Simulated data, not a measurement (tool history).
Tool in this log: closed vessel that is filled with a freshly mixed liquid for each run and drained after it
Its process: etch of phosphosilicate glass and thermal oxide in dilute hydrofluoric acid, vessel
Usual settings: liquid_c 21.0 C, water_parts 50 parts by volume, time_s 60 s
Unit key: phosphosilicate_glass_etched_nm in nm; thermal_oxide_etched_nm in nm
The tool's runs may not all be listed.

run   hour  liquid_c  water_parts  time_s  wafers since the last listed run  hours since the thermometer was replaced  hours since the hydrofluoric acid flow meter was replaced  hours since the gauge calibration  read-back film thickness of the phosphosilicate glass reference wafer, read on the same gauge (nm)  read-back film thickness of the thermal oxide reference wafer, read on the same gauge (nm)  phosphosilicate_glass_etched_nm  thermal_oxide_etched_nm
  1    0.0      21.0           50      60                                 0                                    2636.8                                                     1753.4                               71.8                                                                                               60.02                                                                                      130.01                           175.93                     5.94
  2    6.5      19.0           50      60                               849                                    2643.3                                                     1759.9                               78.3                                                                                               59.96                                                                                      130.00                           161.17                     5.38
  3   17.6      19.0           50      60                              1450                                    2654.4                                                     1771.0                               89.4                                                                                               59.95                                                                                      130.00                           161.12                     5.48
  4   28.3      21.0           50      60                              1398                                    2665.1                                                     1781.7                              100.1                                                                                               60.01                                                                                      130.00                           174.28                     5.88
  5   42.9      21.0           50      60                              1908                                    2679.7                                                     1796.3                              114.7                                                                                               59.98                                                                                      130.01                           175.31                     6.02
  6   64.9      21.0           50      60                              2875                                    2701.7                                                     1818.3                              136.7                                                                                               59.95                                                                                      129.98                           174.85                     6.03
  7   71.2      21.0           40      75                               823                                    2708.0                                                     1824.6                              143.0                                                                                               60.01                                                                                      130.00                           278.26                     9.50
  8   79.6      21.0           40      75                              1098                                    2716.4                                                     1833.0                              151.4                                                                                               60.02                                                                                      130.00                           278.93                     9.44
      88.1  -- gauge calibrated
  9   92.0      21.0           40      75                              1620                                    2728.8                                                     1845.4                                3.9                                                                                               59.98                                                                                      130.00                           279.32                     9.45
 10  102.3      21.0           50      35                              1346                                    2739.1                                                     1855.7                               14.2                                                                                               60.04                                                                                      130.00                           103.53                     3.46
 11  114.6      21.0           50      60                              1607                                    2751.4                                                     1868.0                               26.5                                                                                               60.00                                                                                      130.01                           176.16                     6.04
 12  126.7      24.5           50      60                              1581                                    2763.5                                                     1880.1                               38.6                                                                                               59.99                                                                                      130.01                           204.47                     6.97
     134.6  -- thermometer replaced
 13  143.5      21.0           50      60                              2065                                       8.9                                                     1896.9                               55.4                                                                                               59.97                                                                                      129.98                           176.81                     6.06
     158.5  -- hydrofluoric acid flow meter replaced
 14  159.0      21.0           50      80                              1895                                      24.4                                                        0.5                               70.9                                                                                               59.96                                                                                      130.01                           206.25                     7.00
 15  165.7      21.0           50      40                               875                                      31.1                                                        7.2                               77.6                                                                                               59.99                                                                                      130.00                           103.43                     3.54
 16  177.2      17.5           40      60                              1503                                      42.6                                                       18.7                               89.1                                                                                               60.05                                                                                      129.99                           169.00                     5.88
 17  184.1      24.5           40      75                               901                                      49.5                                                       25.6                               96.0                                                                                               60.00                                                                                      130.00                           285.56                     9.78

Estimate the outcome of run 18 from the log above:
 18  201.6      21.0           50      60                              2287                                      67.0                                                       43.1                              113.5                                                                                                   ?                                                                                           ?                                ?                        ?

{"run 18": {"read-back film thickness of the phosphosilicate glass reference wafer, read on the same gauge (nm)": 60.01, "read-back film thickness of the thermal oxide reference wafer, read on the same gauge (nm)": 130.0, "phosphosilicate_glass_etched_nm": 156.2, "thermal_oxide_etched_nm": 5.33}}
Take away the tool's hidden state, keep the run-to-run variation as it was, and the same run would have given phosphosilicate_glass_etched_nm 154.74 nm, thermal_oxide_etched_nm 5.28 nm.

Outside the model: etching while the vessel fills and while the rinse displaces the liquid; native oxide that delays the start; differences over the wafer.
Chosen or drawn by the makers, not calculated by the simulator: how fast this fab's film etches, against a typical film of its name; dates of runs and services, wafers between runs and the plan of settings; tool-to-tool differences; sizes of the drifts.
